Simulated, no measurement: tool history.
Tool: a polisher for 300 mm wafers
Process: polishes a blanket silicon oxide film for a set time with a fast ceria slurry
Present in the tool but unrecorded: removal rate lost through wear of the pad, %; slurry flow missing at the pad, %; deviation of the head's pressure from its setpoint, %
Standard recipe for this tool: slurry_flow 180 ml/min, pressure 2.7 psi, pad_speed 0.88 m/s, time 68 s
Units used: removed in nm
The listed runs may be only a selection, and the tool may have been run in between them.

| run | hour | slurry_flow | pressure | pad_speed | time | wafers since the last listed run | wafers polished on this pad | hours since the slurry nozzle was cleaned | hours since the head pressure was calibrated | incoming thickness of the incoming film, nm | removed |
|---|---|---|---|---|---|---|---|---|---|---|---|
| 1 | 0.0 | 180 | 2.7 | 0.64 | 68 | 0 | 690 | 62.4 | 421.5 | 3337.6 | 614.3 |
| 2 | 46.6 | 180 | 2.7 | 0.96 | 68 | 419 | 1109 | 109.0 | 468.1 | 3337.8 | 865.3 |
| 3 | 113.0 | 180 | 2.1 | 0.88 | 68 | 597 | 1706 | 175.4 | 534.5 | 3336.3 | 627.2 |
|  | 128.0 | worn pad replaced by a new one |
| 4 | 157.9 | 180 | 2.1 | 0.88 | 68 | 367 | 268 | 220.3 | 579.4 | 3303.1 | 622.1 |
| 5 | 189.6 | 180 | 2.1 | 0.88 | 68 | 285 | 553 | 252.0 | 611.1 | 3290.1 | 616.7 |
| 6 | 222.5 | 180 | 2.7 | 0.88 | 63 | 295 | 849 | 284.9 | 644.0 | 3316.7 | 744.4 |
| 7 | 264.1 | 180 | 2.7 | 0.88 | 63 | 374 | 1223 | 326.5 | 685.6 | 3304.8 | 733.2 |
|  | 298.9 | worn pad replaced by a new one |
| 8 | 299.4 | 180 | 2.7 | 0.88 | 68 | 281 | 4 | 361.8 | 720.9 | 3286.9 | 803.1 |
| 9 | 339.7 | 180 | 2.5 | 0.88 | 68 | 362 | 366 | 402.1 | 761.2 | 3306.6 | 735.4 |
| 10 | 375.1 | 150 | 2.7 | 0.88 | 68 | 318 | 685 | 437.5 | 796.6 | 3284.6 | 752.8 |
| 11 | 404.6 | 180 | 2.7 | 0.64 | 58 | 265 | 950 | 467.0 | 826.1 | 3350.4 | 507.5 |
| 12 | 432.9 | 180 | 2.7 | 0.64 | 68 | 254 | 1204 | 495.3 | 854.4 | 3315.4 | 608.7 |
| 13 | 494.4 | 180 | 3.6 | 0.88 | 55 | 552 | 1757 | 556.8 | 915.9 | 3331.1 | 836.2 |
|  | 504.6 | worn pad replaced by a new one |
| 14 | 520.9 | 180 | 2.7 | 0.88 | 80 | 202 | 146 | 583.3 | 942.4 | 3313.2 | 895.1 |
|  | 569.0 | head pressure recalibrated |
| 15 | 585.8 | 180 | 3.6 | 0.88 | 68 | 565 | 711 | 648.2 | 16.8 | 3317.9 | 1019.4 |

Predict the results of run 16:
|  | 590.4 | slurry nozzle cleaned |
| 16 | 653.2 | 180 | 2.7 | 0.88 | 68 | 597 | 1308 | 62.8 | 84.2 | 3293.4 | ? |

removed: 797.0 nm
The same run, on a tool lacking any hidden state, would have yielded removed 804.9 nm.

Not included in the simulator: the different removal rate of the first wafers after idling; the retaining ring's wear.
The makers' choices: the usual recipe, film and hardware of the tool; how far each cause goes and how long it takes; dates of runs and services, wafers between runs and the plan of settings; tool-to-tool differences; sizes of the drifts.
